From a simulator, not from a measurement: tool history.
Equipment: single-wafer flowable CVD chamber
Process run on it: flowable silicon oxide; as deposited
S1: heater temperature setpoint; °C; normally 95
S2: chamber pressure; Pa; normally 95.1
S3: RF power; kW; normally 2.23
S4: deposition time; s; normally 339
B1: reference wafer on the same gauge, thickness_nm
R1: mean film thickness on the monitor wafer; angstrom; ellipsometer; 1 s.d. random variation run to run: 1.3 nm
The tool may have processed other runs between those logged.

{"run": 1, "hour": 0.0, "S1": 95, "S2": 95.1, "S3": 2.23, "S4": 339, "B1": 271.917, "R1": 2320.18}
{"run": 2, "hour": 43.0, "S1": 95, "S2": 95.1, "S3": 2.23, "S4": 339, "B1": 272.252, "R1": 2325.82}
{"run": 3, "hour": 138.9, "S1": 91, "S2": 95.1, "S3": 2.23, "S4": 339, "B1": 272.078, "R1": 2703.26}
{"run": 4, "hour": 202.6, "S1": 95, "S2": 95.1, "S3": 2.23, "S4": 389, "B1": 271.825, "R1": 2666.95}
{"run": 5, "hour": 306.5, "S1": 95, "S2": 95.1, "S3": 2.23, "S4": 339, "B1": 271.74, "R1": 2308.58}
{"run": 6, "hour": 404.1, "S1": 95, "S2": 95.1, "S3": 2.23, "S4": 339, "B1": 272.149, "R1": 2280.18}
{"run": 7, "hour": 509.1, "S1": 95, "S2": 95.1, "S3": 2.23, "S4": 359, "B1": 271.868, "R1": 2393.71}
{"run": 8, "hour": 548.0, "S1": 95, "S2": 95.1, "S3": 2.23, "S4": 359, "B1": 271.46, "R1": 2429.28}
{"run": 9, "hour": 596.8, "S1": 95, "S2": 95.1, "S3": 2.23, "S4": 359, "B1": 272.03, "R1": 2404.58}
{"run": 10, "hour": 640.4, "S1": 95, "S2": 95.1, "S3": 2.23, "S4": 367, "B1": 272.335, "R1": 2437.81}
{"run": 11, "hour": 709.6, "S1": 95, "S2": 82, "S3": 2.23, "S4": 339, "B1": 272.243, "R1": 1964.11}
{"run": 12, "hour": 787.3, "S1": 103, "S2": 104.7, "S3": 2.675, "S4": 311, "B1": 271.846, "R1": 1732.48}
{"run": 13, "hour": 894.4, "S1": 95, "S2": 95.1, "S3": 2.23, "S4": 339, "B1": 272.478, "R1": 2335.79}
{"run": 14, "hour": 962.5, "S1": 95, "S2": 95.1, "S3": 2.23, "S4": 339, "B1": 271.822, "R1": 2355.37}
{"run": 15, "hour": 1229.5, "S1": 95, "S2": 95.1, "S3": 2.23, "S4": 357, "B1": 271.91, "R1": 2465.8}
{"run": 16, "hour": 1331.8, "S1": 95, "S2": 95.1, "S3": 2.66, "S4": 339, "B1": 271.85, "R1": 2393.06}
{"run": 17, "hour": 1390.1, "S1": 95, "S2": 95.1, "S3": 1.93, "S4": 368, "B1": 271.831, "R1": 2407.15}
{"run": 18, "hour": 1471.5, "S1": 95, "S2": 95.1, "S3": 2.23, "S4": 339, "B1": 271.855, "R1": 2316.6}
{"run": 19, "hour": 1574.2, "S1": 95, "S2": 95.1, "S3": 2.23, "S4": 339, "B1": 272.376, "R1": 2309.18}
{"run": 20, "hour": 1649.8, "S1": 106, "S2": 78.9, "S3": 2.56, "S4": 339, "B1": 272.59, "R1": 1378.95}
{"run": 21, "hour": 1756.1, "S1": 99, "S2": 95.1, "S3": 1.895, "S4": 339, "B1": 272.206, "R1": 1878.21}
{"run": 22, "hour": 1933.7, "S1": 95, "S2": 95.1, "S3": 2.23, "S4": 339, "B1": 272.076, "R1": 2272.66}
{"run": 23, "hour": 2001.5, "S1": 100, "S2": 112.5, "S3": 2.02, "S4": 322, "B1": 271.538, "R1": 2000.47}

Put back what was entered between runs (5 entries, withheld): which listed runs does each sit between, and how does the hidden state differ from the listed run before to the listed run after?
Run 12 -> run 13: capacitance manometer re-zeroed and calibrated (hour 839.2)
  true pressure above the setpoint (%): -4.08 -> -0.0502
  measured less the result without the state, R1: -71.24 -> -1.18 angstrom
Run 14 -> run 15: showerhead replaced, of another model than before (hour 1203.9)
  true pressure above the setpoint (%): -0.0798 -> -0.413
  measured less the result without the state, R1: -1.89 -> -7.98 angstrom
Run 18 -> run 19: thermocouple changed; heater temperature recalibrated (hour 1552)
  true pressure above the setpoint (%): -1.01 -> -1.35
  measured less the result without the state, R1: -18.48 -> -24.68 angstrom
Run 19 -> run 20: RF generator calibrated (hour 1586.5); gauge calibrated (hour 1590.9)
  true pressure above the setpoint (%): -1.35 -> -1.64
  measured less the result without the state, R1: -24.68 -> -17.86 angstrom
